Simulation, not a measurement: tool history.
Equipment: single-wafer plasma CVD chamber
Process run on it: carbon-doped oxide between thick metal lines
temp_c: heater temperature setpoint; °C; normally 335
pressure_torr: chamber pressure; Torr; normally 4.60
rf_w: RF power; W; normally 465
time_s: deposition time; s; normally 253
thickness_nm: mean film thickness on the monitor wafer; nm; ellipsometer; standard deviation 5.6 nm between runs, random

run	hour	temp_c	pressure_torr	rf_w	time_s	read-back reference wafer on the same gauge, thickness_nm	thickness_nm
1	0.0	335	4.01	465	253	949.389	1127.950
2	73.1	335	4.60	465	253	950.771	1161.085
3	162.6	335	4.60	465	253	950.562	1164.431
4	210.2	335	4.60	465	253	949.102	1163.030
5	290.7	335	4.60	465	253	949.568	1151.927
6	397.0	335	4.60	465	253	949.674	1148.312
7	448.8	335	4.60	465	253	950.297	1148.148
8	550.5	335	4.60	465	253	951.115	1147.906
9	615.2	335	4.60	465	253	949.794	1144.235
# hour 649.0: showerhead replaced, of another model than before
10	686.4	335	4.60	465	253	950.147	1168.304
11	780.7	335	4.60	465	253	950.297	1161.196
12	871.9	342	5.16	415	267	949.746	1141.699
13	921.5	324	4.60	465	253	950.146	1196.419
14	1021.3	331	5.51	435	204	950.919	925.168
# hour 1028.0: gauge calibrated
15	1085.3	335	4.60	465	253	950.918	1152.301
16	1135.2	349	4.60	465	253	949.682	1106.478
# hour 1172.2: thermocouple changed; heater temperature recalibrated
# hour 1181.1: RF generator calibrated
17	1234.0	335	4.60	465	253	950.163	1172.605
# hour 1289.6: capacitance manometer re-zeroed and calibrated
18	1301.3	347	4.60	425	253	951.704	1092.162
19	1395.5	335	5.60	465	253	950.588	1209.167
20	1493.4	335	3.53	465	253	949.915	1137.218
21	1578.1	335	4.60	465	269	949.421	1254.020
22	1658.0	325	4.60	390	253	948.911	1105.739

Forecast each of these 3 alternatives for the next run:
A	1658.5	335	4.60	465	253	?	?
B	1658.5	324	4.60	515	270	?	?
C	1658.5	327	4.60	465	253	?	?

run	read-back reference wafer on the same gauge, thickness_nm	thickness_nm
A	950.744	1181.315
B	950.744	1367.410
C	950.744	1207.318
With the hidden condition removed and each run's random variation left untouched, the same runs would have given:
run	thickness_nm
A	1185.607
B	1372.271
C	1211.704
